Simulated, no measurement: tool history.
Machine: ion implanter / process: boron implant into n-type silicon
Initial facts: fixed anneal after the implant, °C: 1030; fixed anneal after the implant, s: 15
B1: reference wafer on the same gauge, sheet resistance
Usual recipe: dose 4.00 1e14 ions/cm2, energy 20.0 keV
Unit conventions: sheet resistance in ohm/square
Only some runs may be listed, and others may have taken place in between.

Run 1, hour 0.0: usual settings; B1 293.00. Result: sheet resistance 310.63 ohm/square.
At hour 11.4: gauge calibrated.
Run 2, hour 68.2: usual settings; B1 293.11. Result: sheet resistance 311.83 ohm/square.
Run 3, hour 133.8: usual settings; B1 293.01. Result: sheet resistance 312.74 ohm/square.
Run 4, hour 183.5: usual settings; B1 293.02. Result: sheet resistance 312.53 ohm/square.
At hour 371.7: Faraday cup replaced and dose calibrated.
Run 5, hour 381.4: usual settings; B1 293.05. Result: sheet resistance 307.39 ohm/square.
Run 6, hour 417.4: usual settings; B1 292.89. Result: sheet resistance 308.50 ohm/square.
Run 7, hour 461.2: usual settings but energy 16.0 keV; B1 292.98. Result: sheet resistance 316.13 ohm/square.
Run 8, hour 496.4: usual settings but energy 23.0 keV; B1 293.01. Result: sheet resistance 303.10 ohm/square.
Run 9, hour 712.3: usual settings but energy 23.0 keV; B1 293.03. Result: sheet resistance 305.47 ohm/square.
Run 10, hour 766.7: usual settings but energy 23.0 keV; B1 292.87. Result: sheet resistance 305.98 ohm/square.
Run 11, hour 792.7: usual settings; B1 293.09. Result: sheet resistance 309.50 ohm/square.
Run 12, hour 860.5: usual settings; B1 293.06. Result: sheet resistance 311.71 ohm/square.
Run 13, hour 887.8: usual settings; B1 293.01. Result: sheet resistance 311.77 ohm/square.
At hour 922.0: extraction supply calibrated.
Run 14, hour 956.0: usual settings but dose 3.30 1e14 ions/cm2, energy 22.5 keV; B1 293.02. Result: sheet resistance 357.90 ohm/square.
Run 15, hour 1019.4: usual settings but dose 3.30 1e14 ions/cm2, energy 22.5 keV; B1 293.02. Result: sheet resistance 360.31 ohm/square.
Run 16, hour 1074.1: usual settings; B1 293.08. Result: sheet resistance 312.90 ohm/square.
Run 17, hour 1121.8: usual settings; B1 292.95. Result: sheet resistance 312.57 ohm/square.
Run 18, hour 1169.9: usual settings but dose 4.84 1e14 ions/cm2, energy 24.0 keV; B1 293.09. Result: sheet resistance 263.07 ohm/square.
Run 19, hour 1228.9: usual settings; B1 292.90. Result: sheet resistance 312.71 ohm/square.
Run 20, hour 1290.3: usual settings but dose 4.89 1e14 ions/cm2, energy 24.5 keV; B1 292.99. Result: sheet resistance 260.94 ohm/square.
At hour 1293.4: gauge calibrated.
Run 21, hour 1319.0: usual settings but dose 3.01 1e14 ions/cm2, energy 17.5 keV; B1 293.03. Result: sheet resistance 401.79 ohm/square.
At hour 1381.0: Faraday cup replaced and dose calibrated.
Run 22, hour 1384.4: usual settings but energy 26.0 keV; B1 293.00. Result: sheet resistance 301.64 ohm/square.
Run 23, hour 1428.2: usual settings but dose 5.15 1e14 ions/cm2, energy 24.0 keV; B1 292.91. Result: sheet resistance 247.56 ohm/square.
Run 24, hour 1479.6: usual settings but dose 5.00 1e14 ions/cm2, energy 22.5 keV; B1 293.01. Result: sheet resistance 256.31 ohm/square.
Run 25, hour 1511.5: usual settings; B1 292.96. Result: sheet resistance 312.20 ohm/square.
Run 26, hour 1539.2: usual settings but dose 5.13 1e14 ions/cm2, energy 16.0 keV; B1 293.01. Result: sheet resistance 258.80 ohm/square.
Run 27, hour 1576.9: usual settings but energy 13.5 keV; B1 292.89. Result: sheet resistance 324.27 ohm/square.
Run 28, hour 1617.7: usual settings but dose 4.66 1e14 ions/cm2, energy 15.5 keV; B1 292.84. Result: sheet resistance 282.13 ohm/square.
Run 29, hour 1673.2: usual settings but dose 4.95 1e14 ions/cm2, energy 14.5 keV; B1 293.03. Result: sheet resistance 270.30 ohm/square.
Run 30, hour 1707.4: usual settings; B1 293.08. Result: sheet resistance 311.24 ohm/square.
Run 31, hour 1756.2: usual settings but dose 5.12 1e14 ions/cm2; B1 293.01. Result: sheet resistance 254.61 ohm/square.
Run 32, hour 1804.5: usual settings but dose 3.03 1e14 ions/cm2, energy 22.5 keV; B1 292.93. Result: sheet resistance 386.52 ohm/square.
Run 33, hour 1832.2: usual settings but dose 3.65 1e14 ions/cm2, energy 25.5 keV; B1 292.85. Result: sheet resistance 327.91 ohm/square.
Run 34, hour 1892.4: usual settings but dose 3.00 1e14 ions/cm2; B1 293.03. Result: sheet resistance 393.02 ohm/square.
Run 35, hour 1954.2: usual settings; B1 293.08. Result: sheet resistance 312.75 ohm/square.

Run by run, hidden condition taken away, random variation retained:
What the log doesn't record here: deviation of the true dose from the Faraday cup's reading, %; deviation of the true energy from its setpoint, %; gauge reads high (%).
run  sheet resistance
  1            307.67
  2            308.47
  3            308.99
  4            308.50
  5            307.43
  6            308.34
  7            315.71
  8            302.50
  9            303.65
 10            303.85
 11            307.20
 12            309.01
 13            308.91
 14            354.18
 15            356.14
 16            308.96
 17            308.36
 18            259.23
 19            307.88
 20            256.54
 21            394.88
 22            299.85
 23            245.86
 24            254.32
 25            309.63
 26            256.48
 27            321.17
 28            279.21
 29            267.19
 30            307.57
 31            251.29
 32            381.26
 33            323.27
 34            387.02
 35            307.63

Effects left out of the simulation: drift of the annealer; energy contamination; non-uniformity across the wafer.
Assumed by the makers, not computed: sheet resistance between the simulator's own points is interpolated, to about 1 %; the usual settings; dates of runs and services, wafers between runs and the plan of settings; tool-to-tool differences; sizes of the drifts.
